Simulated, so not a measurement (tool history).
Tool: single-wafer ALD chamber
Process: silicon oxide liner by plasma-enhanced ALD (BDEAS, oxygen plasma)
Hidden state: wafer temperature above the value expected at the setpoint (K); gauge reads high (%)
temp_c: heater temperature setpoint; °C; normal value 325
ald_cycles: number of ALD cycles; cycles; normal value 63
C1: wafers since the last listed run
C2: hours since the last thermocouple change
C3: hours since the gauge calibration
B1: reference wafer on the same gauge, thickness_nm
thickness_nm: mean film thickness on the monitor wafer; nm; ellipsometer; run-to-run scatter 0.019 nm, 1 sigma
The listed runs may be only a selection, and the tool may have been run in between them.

{"run": 1, "hour": 0.0, "temp_c": 325, "ald_cycles": 63, "C1": 0, "C2": 1607.7, "C3": 173.8, "B1": 6.113, "thickness_nm": 5.428}
{"run": 2, "hour": 84.1, "temp_c": 325, "ald_cycles": 59, "C1": 566, "C2": 1691.8, "C3": 257.9, "B1": 6.112, "thickness_nm": 5.096}
{"run": 3, "hour": 182.2, "temp_c": 325, "ald_cycles": 59, "C1": 660, "C2": 1789.9, "C3": 356.0, "B1": 6.105, "thickness_nm": 5.118}
{"run": 4, "hour": 287.0, "temp_c": 325, "ald_cycles": 59, "C1": 705, "C2": 1894.7, "C3": 460.8, "B1": 6.109, "thickness_nm": 5.12}
{"run": 5, "hour": 373.5, "temp_c": 325, "ald_cycles": 56, "C1": 582, "C2": 1981.2, "C3": 547.3, "B1": 6.103, "thickness_nm": 4.854}
{"run": 6, "hour": 428.1, "temp_c": 325, "ald_cycles": 56, "C1": 367, "C2": 2035.8, "C3": 601.9, "B1": 6.11, "thickness_nm": 4.859}
{"run": 7, "hour": 513.2, "temp_c": 318, "ald_cycles": 63, "C1": 572, "C2": 2120.9, "C3": 687.0, "B1": 6.108, "thickness_nm": 5.492}
{"hour": 568.2, "done": "thermocouple changed; heater temperature recalibrated"}
{"run": 8, "hour": 607.0, "temp_c": 325, "ald_cycles": 72, "C1": 577, "C2": 38.8, "C3": 780.8, "B1": 6.111, "thickness_nm": 6.259}
{"run": 9, "hour": 646.6, "temp_c": 325, "ald_cycles": 63, "C1": 266, "C2": 78.4, "C3": 820.4, "B1": 6.111, "thickness_nm": 5.452}
{"hour": 730.9, "done": "gauge calibrated"}
{"run": 10, "hour": 751.0, "temp_c": 325, "ald_cycles": 73, "C1": 702, "C2": 182.8, "C3": 20.1, "B1": 6.103, "thickness_nm": 6.265}
{"run": 11, "hour": 803.7, "temp_c": 325, "ald_cycles": 59, "C1": 354, "C2": 235.5, "C3": 72.8, "B1": 6.103, "thickness_nm": 5.085}
{"run": 12, "hour": 863.9, "temp_c": 325, "ald_cycles": 58, "C1": 405, "C2": 295.7, "C3": 133.0, "B1": 6.106, "thickness_nm": 5.029}
{"run": 13, "hour": 921.6, "temp_c": 335, "ald_cycles": 63, "C1": 388, "C2": 353.4, "C3": 190.7, "B1": 6.113, "thickness_nm": 5.38}

Run 14 is up next; what results do you expect?
{"run": 14, "hour": 1006.9, "temp_c": 317, "ald_cycles": 67, "C1": 574, "C2": 438.7, "C3": 276.0, "B1": "?", "thickness_nm": "?"}

Run 14 came out at B1 6.106, thickness_nm 5.853 nm.
Take away the tool's hidden state, keep the run-to-run variation as it was, and the same run would have given thickness_nm 5.853 nm.
